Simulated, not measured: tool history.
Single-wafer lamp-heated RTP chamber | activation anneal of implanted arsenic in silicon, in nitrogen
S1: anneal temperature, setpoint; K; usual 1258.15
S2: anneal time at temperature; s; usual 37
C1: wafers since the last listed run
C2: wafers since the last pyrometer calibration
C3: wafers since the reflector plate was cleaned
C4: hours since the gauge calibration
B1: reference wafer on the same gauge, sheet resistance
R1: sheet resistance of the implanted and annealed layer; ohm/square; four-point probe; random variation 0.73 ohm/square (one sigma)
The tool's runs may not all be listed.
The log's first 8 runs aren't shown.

| run | day | S1 | S2 | C1 | C2 | C3 | C4 | B1 | R1 |
|---|---|---|---|---|---|---|---|---|---|
| 9 | 12.767 | 1258.15 | 26 | 199 | 203 | 693 | 1000 | 154.98 | 176.85 |
| 10 | 15.471 | 1258.15 | 37 | 547 | 751 | 1241 | 1064.9 | 154.89 | 168.41 |
| 11 | 17.383 | 1258.15 | 37 | 387 | 1138 | 1628 | 1110.8 | 154.82 | 168.34 |
| 12 | 19.196 | 1258.15 | 37 | 367 | 1506 | 1995 | 1154.3 | 155.13 | 167.6 |
| 13 | 21.283 | 1266.15 | 37 | 423 | 1929 | 2418 | 1204.4 | 154.7 | 162.96 |
| 14 | 23.946 | 1266.15 | 37 | 539 | 2468 | 2958 | 1268.3 | 154.86 | 162.19 |
| 15 | 24.958 | 1258.15 | 28 | 205 | 2673 | 3163 | 1292.6 | 155.05 | 174.39 |
| 16 | 26.642 | 1258.15 | 28 | 341 | 3014 | 3504 | 1333 | 154.82 | 174.65 |
| 17 | 27.704 | 1249.15 | 27 | 215 | 3230 | 3720 | 1358.5 | 155.03 | 182.59 |
| 18 | 29.862 | 1278.15 | 20 | 437 | 3667 | 4157 | 1410.3 | 154.86 | 169.19 |
|  | 32.367 | gauge calibrated |
|  | 38.671 | pyrometer window cleaned and pyrometer calibrated |
| 19 | 38.779 | 1258.15 | 37 | 1739 | 22 | 5896 | 153.9 | 155.03 | 169.05 |
| 20 | 40.171 | 1258.15 | 37 | 282 | 304 | 6178 | 187.3 | 155.12 | 169.27 |
| 21 | 41.65 | 1268.15 | 26 | 299 | 603 | 6478 | 222.8 | 155.01 | 170.2 |
| 22 | 43.542 | 1258.15 | 28 | 383 | 987 | 6861 | 268.2 | 154.94 | 174.98 |
| 23 | 45.183 | 1258.15 | 37 | 332 | 1319 | 7194 | 307.6 | 155.05 | 167.24 |
| 24 | 48.167 | 1276.15 | 31 | 604 | 1924 | 7799 | 379.2 | 155.01 | 159.97 |
| 25 | 49.221 | 1270.15 | 57 | 213 | 2138 | 8012 | 404.5 | 154.6 | 149.43 |
|  | 50.767 | reflector plate cleaned |
| 26 | 51.712 | 1266.15 | 18 | 437 | 2575 | 191 | 464.3 | 155.27 | 179.58 |
| 27 | 52.904 | 1235.15 | 50 | 241 | 2817 | 432 | 492.9 | 155.05 | 177.56 |
| 28 | 55.392 | 1268.15 | 37 | 504 | 3321 | 936 | 552.6 | 155.06 | 160.78 |
| 29 | 57.617 | 1230.15 | 48 | 450 | 3772 | 1387 | 606 | 155.16 | 184.97 |
| 30 | 59.946 | 1258.15 | 26 | 472 | 4244 | 1859 | 661.9 | 154.84 | 176.12 |
| 31 | 62.333 | 1275.15 | 26 | 483 | 4727 | 2343 | 719.2 | 155.04 | 163.82 |
| 32 | 63.796 | 1241.15 | 37 | 296 | 5024 | 2640 | 754.3 | 154.78 | 181.74 |
| 33 | 65.321 | 1277.15 | 37 | 309 | 5333 | 2949 | 790.9 | 155.07 | 154.56 |

Forecast each of these 3 alternatives for the next run:
| A | 65.338 | 1272.15 | 37 | 3 | 5336 | 2952 | 791.3 | ? | ? |
| B | 65.338 | 1278.15 | 51 | 3 | 5336 | 2952 | 791.3 | ? | ? |
| C | 65.338 | 1250.15 | 55 | 3 | 5336 | 2952 | 791.3 | ? | ? |

| run | B1 | R1 |
|---|---|---|
| A | 155.14 | 158.19 |
| B | 155.14 | 146.99 |
| C | 155.14 | 164.21 |
Without the tool's hidden state the same runs would have given:
| run | R1 |
|---|---|
| A | 158.19 |
| B | 146.99 |
| C | 164.21 |
